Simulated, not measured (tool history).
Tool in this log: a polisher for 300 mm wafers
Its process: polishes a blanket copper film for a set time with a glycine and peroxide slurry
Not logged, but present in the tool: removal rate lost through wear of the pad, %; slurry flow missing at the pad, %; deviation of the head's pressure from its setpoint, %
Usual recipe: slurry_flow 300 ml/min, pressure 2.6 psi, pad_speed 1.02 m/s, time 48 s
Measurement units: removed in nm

run   hour  slurry_flow  pressure  pad_speed  time  wafers since the last listed run  wafers polished on this pad  hours since the slurry nozzle was cleaned  hours since the head pressure was calibrated  incoming thickness of the incoming film, nm  removed
  1    0.0          300       2.6       1.02    48                                 0                          249                                      722.1                                         402.1                                       1207.3    220.4
  2    7.7          300       3.0       1.02    56                                96                          346                                      729.8                                         409.8                                       1185.5    292.5
  3   24.4          300       3.0       1.02    56                               208                          555                                      746.5                                         426.5                                       1173.9    272.0
      43.2  -- worn pad replaced by a new one
  4   43.7          300       2.1       1.02    60                               191                            6                                      765.8                                         445.8                                       1183.2    235.9
  5   49.3          300       2.1       1.02    60                                70                           76                                      771.4                                         451.4                                       1200.2    231.4
  6   61.3          300       2.6       1.02    48                               150                          226                                      783.4                                         463.4                                       1179.5    220.9
  7   73.0          300       2.6       1.02    48                               146                          372                                      795.1                                         475.1                                       1183.8    219.8
  8   81.5          300       2.6       1.02    48                               106                          478                                      803.6                                         483.6                                       1202.8    212.1
      93.9  -- worn pad replaced by a new one
  9   94.4          300       2.3       1.02    48                               111                            6                                      816.5                                         496.5                                       1198.0    202.7
     109.2  -- slurry nozzle cleaned
 10  118.3          325       2.6       1.38    48                               286                          292                                        9.1                                         520.4                                       1185.1    270.7
 11  129.3          380       2.6       1.02    48                               137                          430                                       20.1                                         531.4                                       1179.4    222.7
     140.0  -- head pressure recalibrated
     143.8  -- worn pad replaced by a new one
 12  147.3          335       2.6       1.02    63                               152                           44                                       38.1                                           7.3                                       1161.8    298.6
 13  154.5          335       2.6       1.02    63                                90                          134                                       45.3                                          14.5                                       1183.1    300.8
 14  166.2          300       2.6       1.02    48                               146                          280                                       57.0                                          26.2                                       1172.3    223.3
 15  180.5          300       3.1       0.88    64                               178                          459                                       71.3                                          40.5                                       1179.7    309.9
 16  196.1          300       2.6       1.02    63                               195                          654                                       86.9                                          56.1                                       1171.0    273.5

Each row is a separate what-if for the run after 16, all from the same tool condition, not one after another. Results?
  A  196.5          345       2.6       1.02    48                                 5                          659                                       87.3                                          56.5                                       1191.2        ?
  B  196.5          300       2.6       1.02    35                                 5                          659                                       87.3                                          56.5                                       1191.2        ?
  C  196.5          300       2.6       1.02    43                                 5                          659                                       87.3                                          56.5                                       1191.2        ?

run  removed
  A    209.3
  B    151.2
  C    185.8
Stripped of hidden state, with their random variation kept, the same runs would have yielded:
run  removed
  A    229.4
  B    165.7
  C    203.6

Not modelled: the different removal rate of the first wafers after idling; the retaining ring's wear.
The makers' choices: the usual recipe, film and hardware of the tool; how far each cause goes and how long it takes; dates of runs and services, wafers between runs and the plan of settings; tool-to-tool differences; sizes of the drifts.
